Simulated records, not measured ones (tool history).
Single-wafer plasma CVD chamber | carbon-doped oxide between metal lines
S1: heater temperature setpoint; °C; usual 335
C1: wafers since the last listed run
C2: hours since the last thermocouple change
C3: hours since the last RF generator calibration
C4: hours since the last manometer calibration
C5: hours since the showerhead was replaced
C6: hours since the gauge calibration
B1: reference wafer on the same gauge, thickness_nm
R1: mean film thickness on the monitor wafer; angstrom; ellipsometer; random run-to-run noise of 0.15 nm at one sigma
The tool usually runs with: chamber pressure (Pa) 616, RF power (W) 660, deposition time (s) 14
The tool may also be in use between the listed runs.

Run 1, day 0: usual settings; C1 0; C2 866.4; C3 790.9; C4 2180.5; C5 6537.4; C6 138.8; B1 86.87. Result: R1 792.63 angstrom.
Run 2, day 2.875: usual settings; C1 1530; C2 935.4; C3 859.9; C4 2249.5; C5 6606.4; C6 207.8; B1 86.903. Result: R1 789.3 angstrom.
Run 3, day 5.812: usual settings; C1 1563; C2 1005.9; C3 930.4; C4 2320; C5 6676.9; C6 278.3; B1 86.912. Result: R1 785.38 angstrom.
Run 4, day 8.725: usual settings; C1 1550; C2 1075.8; C3 1000.3; C4 2389.9; C5 6746.8; C6 348.2; B1 86.886. Result: R1 784.21 angstrom.
At day 9.767: RF generator calibrated.
At day 9.912: showerhead replaced.
Run 5, day 10.521: usual settings; C1 700; C2 1118.9; C3 18.1; C4 2433; C5 14.6; C6 391.3; B1 86.877. Result: R1 800.59 angstrom.
Run 6, day 12.846: usual settings; C1 1237; C2 1174.7; C3 73.9; C4 2488.8; C5 70.4; C6 447.1; B1 86.896. Result: R1 802.47 angstrom.
Run 7, day 15.583: usual settings; C1 1457; C2 1240.4; C3 139.6; C4 2554.5; C5 136.1; C6 512.8; B1 86.93. Result: R1 800.78 angstrom.
At day 16.829: gauge calibrated.
Run 8, day 17.417: usual settings; C1 975; C2 1284.4; C3 183.6; C4 2598.5; C5 180.1; C6 14.1; B1 86.939. Result: R1 800.65 angstrom.
At day 19.55: thermocouple changed; heater temperature recalibrated.
Run 9, day 19.617: usual settings but chamber pressure (Pa) 556, deposition time (s) 11.8; C1 993; C2 1.6; C3 236.4; C4 2651.3; C5 232.9; C6 66.9; B1 86.9. Result: R1 679.91 angstrom.
Run 10, day 21.221: usual settings but S1 346 °C, chamber pressure (Pa) 704, RF power (W) 540; C1 853; C2 40.1; C3 274.9; C4 2689.8; C5 271.4; C6 105.4; B1 86.908. Result: R1 748.43 angstrom.
At day 23.146: capacitance manometer re-zeroed and calibrated.
Run 11, day 23.167: usual settings but RF power (W) 595, deposition time (s) 14.9; C1 858; C2 86.8; C3 321.6; C4 0.5; C5 318.1; C6 152.1; B1 86.917. Result: R1 833.24 angstrom.
Run 12, day 24.704: usual settings; C1 818; C2 123.7; C3 358.5; C4 37.4; C5 355; C6 189; B1 86.919. Result: R1 807.83 angstrom.
Run 13, day 27.092: usual settings but S1 326 °C, chamber pressure (Pa) 736, RF power (W) 545, deposition time (s) 11.6; C1 1270; C2 181; C3 415.8; C4 94.7; C5 412.3; C6 246.3; B1 86.867. Result: R1 659.37 angstrom.
Run 14, day 29.1: usual settings but chamber pressure (Pa) 517, RF power (W) 575; C1 1068; C2 229.2; C3 464; C4 142.9; C5 460.5; C6 294.5; B1 86.949. Result: R1 752.53 angstrom.

4 ways to go on from here, each from the tool as it stands after run 14. What would each give?
Run A, day 29.117: usual settings; C1 8; C2 229.6; C3 464.4; C4 143.3; C5 460.9; C6 294.9; B1 ?. Result: R1 ?.
Run B, day 29.117: usual settings but S1 329 °C; C1 8; C2 229.6; C3 464.4; C4 143.3; C5 460.9; C6 294.9; B1 ?. Result: R1 ?.
Run C, day 29.117: usual settings but chamber pressure (Pa) 505; C1 8; C2 229.6; C3 464.4; C4 143.3; C5 460.9; C6 294.9; B1 ?. Result: R1 ?.
Run D, day 29.117: usual settings but S1 322 °C, chamber pressure (Pa) 725, RF power (W) 565, deposition time (s) 12.2; C1 8; C2 229.6; C3 464.4; C4 143.3; C5 460.9; C6 294.9; B1 ?. Result: R1 ?.

run      B1      R1
  A  86.931  805.92
  B  86.931  820.15
  C  86.931  788.73
  D  86.931  708.17
Without the tool's hidden state the same runs would have given:
run      R1
  A  815.33
  B  829.88
  C  797.94
  D  717.06
